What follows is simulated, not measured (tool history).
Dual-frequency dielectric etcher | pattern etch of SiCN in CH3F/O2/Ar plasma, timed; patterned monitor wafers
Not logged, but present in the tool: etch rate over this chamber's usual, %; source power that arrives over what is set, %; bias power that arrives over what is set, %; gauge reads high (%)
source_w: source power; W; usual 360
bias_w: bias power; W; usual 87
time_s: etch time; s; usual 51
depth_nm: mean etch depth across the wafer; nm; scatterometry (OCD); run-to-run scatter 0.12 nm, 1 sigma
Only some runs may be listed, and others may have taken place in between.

run   hour  source_w  bias_w  time_s  wafers since the last listed run  hours since the last wet clean  hours since the last source power generator calibration  hours since the last bias power generator calibration  hours since the last upper electrode change  hours since the gauge calibration  read-back reference wafer on the same gauge, depth_nm  depth_nm
  1      0       330      87      59                                 0                           208.3                                                   3808.8                                                 3447.9                                       2978.8                                540                                                  22.74      21.9
       9.3  -- gauge calibrated
  2   15.4       330      87      59                               211                           223.7                                                   3824.2                                                 3463.3                                       2994.2                                6.1                                                  22.73     21.77
  3   42.3       360      87      51                               370                           250.6                                                   3851.1                                                 3490.2                                       3021.1                                 33                                                   22.7     19.43
  4   65.4       360      87      51                               317                           273.7                                                   3874.2                                                 3513.3                                       3044.2                               56.1                                                  22.68     19.61
  5   86.3       360      73      51                               287                           294.6                                                   3895.1                                                 3534.2                                       3065.1                                 77                                                  22.69     18.57
  6    105       360      87      51                               257                           313.3                                                   3913.8                                                 3552.9                                       3083.8                               95.7                                                  22.68     19.37
  7    126       360      87      51                               288                           334.3                                                   3934.8                                                 3573.9                                       3104.8                              116.7                                                  22.73     19.72
  8  161.9       400      87      51                               494                           370.2                                                   3970.7                                                 3609.8                                       3140.7                              152.6                                                  22.65     20.14
  9  194.1       400      87      51                               443                           402.4                                                   4002.9                                                   3642                                       3172.9                              184.8                                                  22.65     20.02
 10  210.9       360      87      51                               231                           419.2                                                   4019.7                                                 3658.8                                       3189.7                              201.6                                                  22.73      19.7
 11  240.9       360      87      51                               412                           449.2                                                   4049.7                                                 3688.8                                       3219.7                              231.6                                                  22.74     19.43
 12  263.6       360     103      51                               312                           471.9                                                   4072.4                                                 3711.5                                       3242.4                              254.3                                                  22.69     20.44
 13  278.8       390      87      51                               209                           487.1                                                   4087.6                                                 3726.7                                       3257.6                              269.5                                                  22.76      20.2
 14  296.2       360      87      51                               239                           504.5                                                     4105                                                 3744.1                                         3275                              286.9                                                  22.77     19.51
 15  315.7       360      87    46.5                               268                             524                                                   4124.5                                                 3763.6                                       3294.5                              306.4                                                  22.63     17.56
 16  346.5       360     100      51                               423                           554.8                                                   4155.3                                                 3794.4                                       3325.3                              337.2                                                  22.76     20.17
     385.2  -- upper electrode replaced
 17  385.7       360      87      51                               209                             594                                                   4194.5                                                 3833.6                                          0.5                              376.4                                                  22.69     19.49
     416.9  -- wet clean of the chamber
 18  417.4       360      66    62.5                               105                             0.5                                                   4226.2                                                 3865.3                                         32.2                              408.1                                                  22.68     21.84
 19  417.7       310      68    36.5                                 4                             0.8                                                   4226.5                                                 3865.6                                         32.5                              408.4                                                  22.69     12.48

Run 20 comes next. What will it give?
     423.4  -- source power generator calibrated
 20  436.5       430      87    62.5                               203                            19.6                                                     13.1                                                 3884.4                                         51.3                              427.2                                                      ?         ?

read-back reference wafer on the same gauge, depth_nm: 22.63
depth_nm: 25.24 nm
Were there no unlogged condition in the tool, this run, its random variation unchanged, would have produced depth_nm 25.24 nm.
